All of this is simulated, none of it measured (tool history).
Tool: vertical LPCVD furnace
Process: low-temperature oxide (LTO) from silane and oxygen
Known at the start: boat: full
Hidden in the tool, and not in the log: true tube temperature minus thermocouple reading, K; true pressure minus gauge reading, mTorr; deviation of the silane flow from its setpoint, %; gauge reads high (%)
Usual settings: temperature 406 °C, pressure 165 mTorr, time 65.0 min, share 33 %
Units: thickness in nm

run,hour,temperature,pressure,time,share,wafers since the last listed run,hours since the last temperature calibration,hours since the pressure gauge was zeroed,hours since the silane flow controller was replaced,hours since the gauge calibration,"read-back reference wafer on the same gauge, thickness",thickness
1,0.0,406,190,65.0,33,0,1083.2,4565.4,5159.4,146.0,401.06,405.97
2,22.0,406,165,72.0,33,394,1105.2,4587.4,5181.4,168.0,400.87,384.89
3,45.2,406,165,72.0,33,415,1128.4,4610.6,5204.6,191.2,401.15,386.96
4,79.0,406,165,65.0,31,605,1162.2,4644.4,5238.4,225.0,401.27,317.83
5,105.3,406,165,65.0,33,471,1188.5,4670.7,5264.7,251.3,400.99,347.39
6,136.7,406,165,65.0,33,562,1219.9,4702.1,5296.1,282.7,400.90,348.77
7,160.1,406,165,65.0,33,419,1243.3,4725.5,5319.5,306.1,400.91,348.69
8,186.7,402,135,65.0,33,476,1269.9,4752.1,5346.1,332.7,401.15,269.37
# hour 243.8: pressure gauge zeroed
# hour 312.3: silane flow controller replaced
9,312.8,402,135,65.0,33,1399,1396.0,69.0,0.5,458.8,401.38,302.51
10,318.7,406,165,53.5,33,105,1401.9,74.9,6.4,464.7,401.49,320.54
11,354.2,406,165,53.5,33,636,1437.4,110.4,41.9,500.2,401.02,318.63
# hour 366.0: gauge calibrated
12,383.2,406,165,53.5,33,519,1466.4,139.4,70.9,17.2,400.87,318.01
13,401.1,406,165,65.0,33,320,1484.3,157.3,88.8,35.1,400.55,387.89
14,414.6,406,165,65.0,33,241,1497.8,170.8,102.3,48.6,401.01,386.97
15,431.8,406,165,65.0,33,308,1515.0,188.0,119.5,65.8,400.74,387.68
16,459.1,406,180,55.0,33,489,1542.3,215.3,146.8,93.1,400.89,357.17
17,476.5,406,165,65.0,33,311,1559.7,232.7,164.2,110.5,401.03,385.18
18,508.2,406,190,88.0,33,568,1591.4,264.4,195.9,142.2,401.33,599.17
19,530.3,406,165,65.0,33,396,1613.5,286.5,218.0,164.3,400.96,385.20
20,551.8,400,165,84.0,33,385,1635.0,308.0,239.5,185.8,400.84,464.07
21,573.2,406,155,89.5,37,383,1656.4,329.4,260.9,207.2,400.85,577.61
22,594.4,406,185,65.0,33,379,1677.6,350.6,282.1,228.4,400.58,430.40
# hour 635.0: thermocouples replaced and temperature profile calibrated
23,635.5,406,165,65.0,33,306,0.5,391.7,323.2,269.5,400.66,383.68
24,640.2,415,165,72.0,39,84,5.2,396.4,327.9,274.2,401.51,580.18
25,668.5,406,165,65.0,33,507,33.5,424.7,356.2,302.5,401.25,382.53
26,698.7,417,165,83.0,36,541,63.7,454.9,386.4,332.7,400.96,620.39
27,720.0,406,180,81.5,37,381,85.0,476.2,407.7,354.0,401.10,610.25
28,750.5,406,150,65.0,29,546,115.5,506.7,438.2,384.5,400.78,288.30
29,778.2,406,190,65.0,35,496,143.2,534.4,465.9,412.2,401.22,478.54
30,812.5,412,165,45.0,33,614,177.5,568.7,500.2,446.5,400.72,281.44
31,848.3,406,165,65.0,33,641,213.3,604.5,536.0,482.3,400.77,380.33

Measured less the same run without the tool's hidden state. The same run-to-run variation is in both; the gauge's scatter may not be:
run,thickness
1,-45.48
2,-46.19
3,-46.59
4,-39.93
5,-42.17
6,-42.53
7,-42.64
8,-36.80
9,-2.05
10,-1.93
11,-2.41
12,-2.80
13,-3.71
14,-3.92
15,-4.22
16,-4.02
17,-4.90
18,-7.58
19,-5.75
20,-7.35
21,-9.73
22,-6.92
23,-7.33
24,-10.51
25,-7.79
26,-12.90
27,-12.28
28,-7.52
29,-10.37
30,-7.22
31,-10.29
